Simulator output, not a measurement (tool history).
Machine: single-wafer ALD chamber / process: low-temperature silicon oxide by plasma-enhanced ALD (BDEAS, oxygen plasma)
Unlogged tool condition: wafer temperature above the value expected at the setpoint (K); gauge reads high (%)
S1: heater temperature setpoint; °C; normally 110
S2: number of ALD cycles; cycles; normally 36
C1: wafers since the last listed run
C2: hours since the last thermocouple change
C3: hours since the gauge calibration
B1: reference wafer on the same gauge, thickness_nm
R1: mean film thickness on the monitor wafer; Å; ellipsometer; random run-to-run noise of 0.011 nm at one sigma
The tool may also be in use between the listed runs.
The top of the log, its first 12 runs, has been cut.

run     day   S1  S2    C1      C2     C3     B1     R1
 13  46.588  110  39   963  2366.6  194.9  5.297  49.48
 14  53.429  110  33  1687  2530.8  359.1  5.297  42.08
     55.512  -- thermocouple changed; heater temperature recalibrated
 15  55.979  110  32   546    11.2  420.3    5.3  40.88
 16  59.571  110  40   885    97.4  506.5    5.3  51.18
 17  61.904  100  36   575   153.4  562.5  5.299  47.84
 18  67.221  121  38  1311     281  690.1  5.305  47.29
 19  69.008  110  36   440   323.9    733  5.295  46.11
     70.504  -- thermocouple changed; heater temperature recalibrated, repeated, since the last time left the tool worse
 20  71.558  110  36   546    25.3  794.2  5.299  45.62
 21  73.962  110  36   593      83  851.9  5.305  45.33
 22  76.229  114  31   559   137.4  906.3  5.301  38.62

The next listed run, before its measurement:
 23  79.529  104  38  814  216.6  985.5   ?   ?

Run 23 measured B1 5.3, R1 48.73 Å.
With the hidden condition absent and the run-to-run variation left alone, this run would have shown R1 48.59 Å.

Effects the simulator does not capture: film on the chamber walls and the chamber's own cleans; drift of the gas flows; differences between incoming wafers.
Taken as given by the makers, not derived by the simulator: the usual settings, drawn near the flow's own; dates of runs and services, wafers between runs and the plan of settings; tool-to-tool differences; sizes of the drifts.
